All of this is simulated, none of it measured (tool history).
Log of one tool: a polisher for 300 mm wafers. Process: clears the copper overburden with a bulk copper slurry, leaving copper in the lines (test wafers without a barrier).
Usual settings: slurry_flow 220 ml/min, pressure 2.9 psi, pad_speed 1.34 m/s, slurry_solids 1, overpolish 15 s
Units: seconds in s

| run | day | slurry_flow | pressure | pad_speed | slurry_solids | overpolish | wafers since the last listed run | wafers polished on this pad | hours since the slurry nozzle was cleaned | hours since the head pressure was calibrated | hours since the slurry blender was calibrated | incoming thickness of the incoming film, nm | seconds |
|---|---|---|---|---|---|---|---|---|---|---|---|---|---|
| 1 | 0 | 175 | 2.9 | 1.34 | 1 | 15 | 0 | 311 | 782.5 | 555.5 | 89.7 | 801.4 | 73.2 |
| 2 | 0.279 | 240 | 2.4 | 1.34 | 1 | 15 | 44 | 355 | 789.2 | 562.2 | 96.4 | 801.6 | 82.1 |
| 3 | 0.979 | 220 | 2.9 | 1.44 | 1 | 15 | 112 | 468 | 806 | 579 | 113.2 | 796.7 | 68.3 |
| 4 | 1.629 | 220 | 2.9 | 1.34 | 1 | 15 | 104 | 572 | 821.6 | 594.6 | 128.8 | 778.6 | 68.9 |
| 5 | 1.879 | 220 | 2.9 | 1.34 | 1 | 15 | 40 | 612 | 827.6 | 600.6 | 134.8 | 793.5 | 71.5 |
|  | 2.95 | worn pad replaced by a new one |
| 6 | 3.979 | 220 | 2.9 | 1.34 | 1 | 15 | 310 | 165 | 878 | 651 | 185.2 | 802.3 | 68.3 |
| 7 | 4.412 | 220 | 2.9 | 1.34 | 1 | 15 | 69 | 234 | 888.4 | 661.4 | 195.6 | 793.1 | 68.3 |
| 8 | 4.846 | 220 | 2.9 | 1.34 | 1 | 15 | 69 | 304 | 898.8 | 671.8 | 206 | 789.7 | 70 |
|  | 5.342 | slurry nozzle cleaned |
| 9 | 5.404 | 220 | 2.9 | 1.34 | 1 | 15 | 82 | 386 | 1.5 | 685.2 | 219.4 | 784.3 | 70.3 |
| 10 | 5.704 | 220 | 2.9 | 1.34 | 1 | 15 | 48 | 435 | 8.7 | 692.4 | 226.6 | 789 | 70.2 |
| 11 | 6.175 | 220 | 2.9 | 1.34 | 1 | 15 | 75 | 510 | 20 | 703.7 | 237.9 | 795.7 | 70.8 |
| 12 | 6.696 | 220 | 2.9 | 1.34 | 1 | 15 | 83 | 594 | 32.5 | 716.2 | 250.4 | 799.1 | 72.4 |
| 13 | 7.062 | 175 | 3.5 | 1.2 | 1 | 13 | 58 | 652 | 41.3 | 725 | 259.2 | 789.5 | 67 |
|  | 7.567 | worn pad replaced by a new one |
|  | 7.633 | head pressure recalibrated |
| 14 | 7.654 | 220 | 2.9 | 1.78 | 1 | 15 | 57 | 3 | 55.5 | 0.5 | 273.4 | 801.1 | 56.2 |
| 15 | 7.946 | 220 | 2.9 | 1.34 | 1 | 15 | 46 | 50 | 62.5 | 7.5 | 280.4 | 786.9 | 67.1 |
| 16 | 8.562 | 150 | 2.9 | 0.98 | 0.75 | 23 | 98 | 149 | 77.3 | 22.3 | 295.2 | 792.3 | 93.9 |
| 17 | 9.021 | 220 | 2.9 | 1.48 | 1 | 15 | 73 | 222 | 88.3 | 33.3 | 306.2 | 783 | 65.2 |
|  | 9.379 | slurry blender recalibrated |
| 18 | 9.721 | 220 | 2.9 | 1.34 | 1 | 21 | 98 | 321 | 105.1 | 50.1 | 8.2 | 793.9 | 70 |
| 19 | 10.029 | 270 | 2.9 | 1.46 | 1 | 18 | 49 | 371 | 112.5 | 57.5 | 15.6 | 790.4 | 65.5 |
| 20 | 10.392 | 220 | 1.9 | 1.1 | 1 | 15 | 58 | 429 | 121.2 | 66.2 | 24.3 | 791.4 | 113.9 |
| 21 | 11.1 | 220 | 2.9 | 1.8 | 1 | 15 | 113 | 542 | 138.2 | 83.2 | 41.3 | 791.4 | 58 |
| 22 | 11.533 | 175 | 3.6 | 1.5 | 1 | 15 | 69 | 612 | 148.6 | 93.6 | 51.7 | 793.4 | 55.9 |
| 23 | 11.812 | 220 | 2.9 | 1.34 | 1 | 15 | 44 | 657 | 155.3 | 100.3 | 58.4 | 787.2 | 70.9 |
| 24 | 12.121 | 220 | 2.9 | 1.34 | 1 | 15 | 49 | 706 | 162.7 | 107.7 | 65.8 | 785.5 | 72.2 |
| 25 | 12.812 | 220 | 2.9 | 1.34 | 1 | 15 | 110 | 817 | 179.3 | 124.3 | 82.4 | 805.2 | 73.9 |
|  | 13 | worn pad replaced by a new one |
| 26 | 14.45 | 160 | 2.9 | 1.18 | 1 | 15 | 235 | 232 | 218.6 | 163.6 | 121.7 | 801 | 79.2 |
| 27 | 14.775 | 295 | 2.9 | 1.34 | 1.2 | 21 | 52 | 284 | 226.4 | 171.4 | 129.5 | 788.7 | 63.4 |
| 28 | 15.15 | 295 | 2.9 | 1.34 | 1.2 | 21 | 60 | 344 | 235.4 | 180.4 | 138.5 | 797.3 | 65.4 |
| 29 | 15.538 | 220 | 2.6 | 1.46 | 0.8 | 23 | 62 | 407 | 244.7 | 189.7 | 147.8 | 782.8 | 76.8 |

How the hidden state differs across the entries between the runs, from the last listed run before each to the first after it:
Between runs 5 and 6: worn pad replaced by a new one (day 2.95)
  removal rate lost through wear of the pad, %: 7.86 -> 4.55
  measured less the result without the state, seconds: +5.7 -> +3.2 s
Between runs 8 and 9: slurry nozzle cleaned (day 5.342)
  removal rate lost through wear of the pad, %: 6.36 -> 7.12
  measured less the result without the state, seconds: +4.5 -> +5 s
Between runs 13 and 14: worn pad replaced by a new one (day 7.567); head pressure recalibrated (day 7.633)
  removal rate lost through wear of the pad, %: 8.32 -> 1.28
  measured less the result without the state, seconds: +5.5 -> +0.7 s
Between runs 17 and 18: slurry blender recalibrated (day 9.379)
  removal rate lost through wear of the pad, %: 5.66 -> 6.84
  measured less the result without the state, seconds: +3.7 -> +4.8 s
Between runs 25 and 26: worn pad replaced by a new one (day 13)
  removal rate lost through wear of the pad, %: 8.77 -> 5.31
  measured less the result without the state, seconds: +6.4 -> +4.2 s

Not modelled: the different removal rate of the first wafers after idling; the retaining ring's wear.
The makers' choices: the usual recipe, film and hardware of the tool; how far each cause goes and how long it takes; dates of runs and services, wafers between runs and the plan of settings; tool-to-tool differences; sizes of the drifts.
